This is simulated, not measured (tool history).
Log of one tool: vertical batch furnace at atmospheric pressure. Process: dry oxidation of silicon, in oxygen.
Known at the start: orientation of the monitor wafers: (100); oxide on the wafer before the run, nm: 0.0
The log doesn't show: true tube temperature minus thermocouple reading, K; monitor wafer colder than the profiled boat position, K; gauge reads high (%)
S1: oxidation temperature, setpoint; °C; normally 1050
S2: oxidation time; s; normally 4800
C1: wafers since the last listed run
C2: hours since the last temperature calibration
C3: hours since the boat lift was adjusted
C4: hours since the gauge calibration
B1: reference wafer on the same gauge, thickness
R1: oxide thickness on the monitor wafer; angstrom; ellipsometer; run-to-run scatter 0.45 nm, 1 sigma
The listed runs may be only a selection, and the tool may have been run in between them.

run,hour,S1,S2,C1,C2,C3,C4,B1,R1
1,0.0,1050,4800,0,1396.6,3329.6,1898.7,88.80,884.3
2,40.8,1050,4800,612,1437.4,3370.4,1939.5,88.76,881.4
3,125.1,1050,4800,1265,1521.7,3454.7,2023.8,88.67,895.0
4,207.2,1050,4800,1232,1603.8,3536.8,2105.9,88.61,895.8
5,249.2,1050,4800,630,1645.8,3578.8,2147.9,88.68,893.9
6,313.9,1050,4800,971,1710.5,3643.5,2212.6,88.69,888.1
7,371.3,1050,4800,861,1767.9,3700.9,2270.0,88.73,886.2
8,412.7,1050,4800,621,1809.3,3742.3,2311.4,88.63,889.7
9,520.0,1033,6420,1611,1916.6,3849.6,2418.7,88.77,937.5
10,590.6,1050,4800,1060,1987.2,3920.2,2489.3,88.67,899.6
11,764.9,1050,4800,2617,2161.5,4094.5,2663.6,88.73,900.3
12,843.2,1050,4800,1175,2239.8,4172.8,2741.9,88.63,894.6
13,905.5,1050,4800,935,2302.1,4235.1,2804.2,88.72,888.3
14,962.1,1050,4800,849,2358.7,4291.7,2860.8,88.68,909.4
15,1007.7,1050,4800,684,2404.3,4337.3,2906.4,88.67,908.5
16,1046.8,1050,4800,587,2443.4,4376.4,2945.5,88.61,893.6
17,1086.5,1050,4020,596,2483.1,4416.1,2985.2,88.71,801.7
18,1186.5,1069,3930,1501,2583.1,4516.1,3085.2,88.71,912.0
19,1249.4,1050,3030,944,2646.0,4579.0,3148.1,88.81,672.1
20,1346.0,1050,4800,1450,2742.6,4675.6,3244.7,88.84,902.5
21,1384.9,1028,6420,584,2781.5,4714.5,3283.6,88.78,920.8
# hour 1395.5: gauge calibrated
22,1430.6,1026,4800,686,2827.2,4760.2,35.1,88.75,740.2
23,1476.4,1058,6570,687,2873.0,4806.0,80.9,88.61,1179.7
24,1573.3,1050,4800,1454,2969.9,4902.9,177.8,88.78,901.6
25,1727.6,1050,3240,2316,3124.2,5057.2,332.1,88.63,704.0
26,1809.5,1059,2730,1229,3206.1,5139.1,414.0,88.69,684.1
# hour 1881.6: boat lift adjusted
27,1882.1,1050,4800,729,3278.7,0.5,486.6,88.66,916.1
28,1976.1,1050,4800,1411,3372.7,94.5,580.6,88.67,912.9
# hour 2036.6: thermocouples replaced and temperature profile calibrated
29,2081.5,1034,4800,1222,44.9,199.9,686.0,88.74,772.3
30,2164.6,1068,3750,1247,128.0,283.0,769.1,88.77,872.2
31,2240.7,1035,5940,1142,204.1,359.1,845.2,88.67,902.6
32,2330.0,1050,5880,1340,293.4,448.4,934.5,88.63,1011.1
33,2412.5,1029,4800,1238,375.9,530.9,1017.0,88.60,744.2
34,2480.5,1070,3210,1021,443.9,598.9,1085.0,88.67,813.7
35,2586.9,1050,4800,1597,550.3,705.3,1191.4,88.62,886.9
36,2677.8,1050,3210,1364,641.2,796.2,1282.3,88.68,682.9
37,2778.9,1058,4800,1518,742.3,897.3,1383.4,88.69,951.2
38,2847.3,1058,6570,1027,810.7,965.7,1451.8,88.71,1163.6
39,2948.4,1050,4800,1518,911.8,1066.8,1552.9,88.56,886.6

Entry by entry between the runs, the difference in hidden state between the last listed run before and the first listed run after:
Between runs 21 and 22: gauge calibrated (hour 1395.5)
  true tube temperature minus thermocouple reading, K: 3.17 -> 3.26
  measured result minus the result with no hidden state, R1: +25.1 -> +21.2 angstrom
Between runs 26 and 27: boat lift adjusted (hour 1881.6)
  true tube temperature minus thermocouple reading, K: 4.07 -> 4.24
  measured result minus the result with no hidden state, R1: +22.2 -> +31.1 angstrom
Between runs 28 and 29: thermocouples replaced and temperature profile calibrated (hour 2036.6)
  true tube temperature minus thermocouple reading, K: 4.46 -> 1.04
  measured result minus the result with no hidden state, R1: +32.6 -> +7.0 angstrom

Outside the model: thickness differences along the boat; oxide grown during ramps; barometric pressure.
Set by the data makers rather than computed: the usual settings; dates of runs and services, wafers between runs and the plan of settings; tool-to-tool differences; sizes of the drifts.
